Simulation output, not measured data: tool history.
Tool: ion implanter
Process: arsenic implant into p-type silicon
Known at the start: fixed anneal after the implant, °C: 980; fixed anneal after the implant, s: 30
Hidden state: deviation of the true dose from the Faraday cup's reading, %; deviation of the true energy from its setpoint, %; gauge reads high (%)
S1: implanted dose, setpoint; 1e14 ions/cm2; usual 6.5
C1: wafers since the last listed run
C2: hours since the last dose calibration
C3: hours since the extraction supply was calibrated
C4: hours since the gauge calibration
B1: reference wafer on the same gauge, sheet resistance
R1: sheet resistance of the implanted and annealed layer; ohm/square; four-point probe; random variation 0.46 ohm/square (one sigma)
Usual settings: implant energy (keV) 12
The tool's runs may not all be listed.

Run 1, hour 0: usual settings; C1 0; C2 152.8; C3 2660.2; C4 704.2; B1 219.01. Result: R1 199 ohm/square.
Run 2, hour 77.6: usual settings; C1 1254; C2 230.4; C3 2737.8; C4 781.8; B1 219.14. Result: R1 198.28 ohm/square.
At hour 111.6: gauge calibrated.
Run 3, hour 118.2: usual settings but implant energy (keV) 9; C1 656; C2 271; C3 2778.4; C4 6.6; B1 218.84. Result: R1 203.81 ohm/square.
Run 4, hour 168.6: usual settings but implant energy (keV) 9; C1 814; C2 321.4; C3 2828.8; C4 57; B1 219.04. Result: R1 204.83 ohm/square.
Run 5, hour 265.7: usual settings; C1 1569; C2 418.5; C3 2925.9; C4 154.1; B1 218.98. Result: R1 197.04 ohm/square.
Run 6, hour 340.2: usual settings but S1 5.74 1e14 ions/cm2; C1 1204; C2 493; C3 3000.4; C4 228.6; B1 219. Result: R1 211.24 ohm/square.
Run 7, hour 378.2: usual settings but S1 5.74 1e14 ions/cm2; C1 614; C2 531; C3 3038.4; C4 266.6; B1 219.05. Result: R1 211.18 ohm/square.
Run 8, hour 485.3: usual settings; C1 1731; C2 638.1; C3 3145.5; C4 373.7; B1 219.17. Result: R1 196.07 ohm/square.
At hour 582.3: extraction supply calibrated.
Run 9, hour 588.3: usual settings; C1 1535; C2 741.1; C3 6; C4 476.7; B1 219.02. Result: R1 196.09 ohm/square.
Run 10, hour 643.2: usual settings but S1 4.79 1e14 ions/cm2, implant energy (keV) 9.5; C1 887; C2 796; C3 60.9; C4 531.6; B1 219.03. Result: R1 240.67 ohm/square.
At hour 940.3: gauge calibrated.
Run 11, hour 958.4: usual settings; C1 5094; C2 1111.2; C3 376.1; C4 18.1; B1 218.87. Result: R1 195.41 ohm/square.
Run 12, hour 1049.9: usual settings; C1 1478; C2 1202.7; C3 467.6; C4 109.6; B1 218.95. Result: R1 195.43 ohm/square.
At hour 1090: Faraday cup replaced and dose calibrated.
Run 13, hour 1110.8: usual settings but S1 7.73 1e14 ions/cm2, implant energy (keV) 14.5; C1 855; C2 20.8; C3 528.5; C4 170.5; B1 219.11. Result: R1 179.62 ohm/square.
Run 14, hour 1207.6: usual settings but S1 5.92 1e14 ions/cm2, implant energy (keV) 9.5; C1 1564; C2 117.6; C3 625.3; C4 267.3; B1 219. Result: R1 217.81 ohm/square.
Run 15, hour 1297.3: usual settings but S1 7.07 1e14 ions/cm2, implant energy (keV) 9; C1 1449; C2 207.3; C3 715; C4 357; B1 219.01. Result: R1 198.59 ohm/square.
Run 16, hour 1394.5: usual settings but implant energy (keV) 16; C1 1571; C2 304.5; C3 812.2; C4 454.2; B1 219.02. Result: R1 190.64 ohm/square.

Forecast each of these 3 alternatives for the next run:
Run A, hour 1394.9: usual settings; C1 6; C2 304.9; C3 812.6; C4 454.6; B1 ?. Result: R1 ?.
Run B, hour 1394.9: usual settings but S1 5.33 1e14 ions/cm2; C1 6; C2 304.9; C3 812.6; C4 454.6; B1 ?. Result: R1 ?.
Run C, hour 1394.9: usual settings but S1 7.55 1e14 ions/cm2, implant energy (keV) 9.5; C1 6; C2 304.9; C3 812.6; C4 454.6; B1 ?. Result: R1 ?.

run      B1      R1
  A  218.95  199.19
  B  218.95  224.52
  C  218.95  190.42
Without the tool's hidden state the same runs would have given:
run      R1
  A  200.64
  B  226.42
  C  191.54
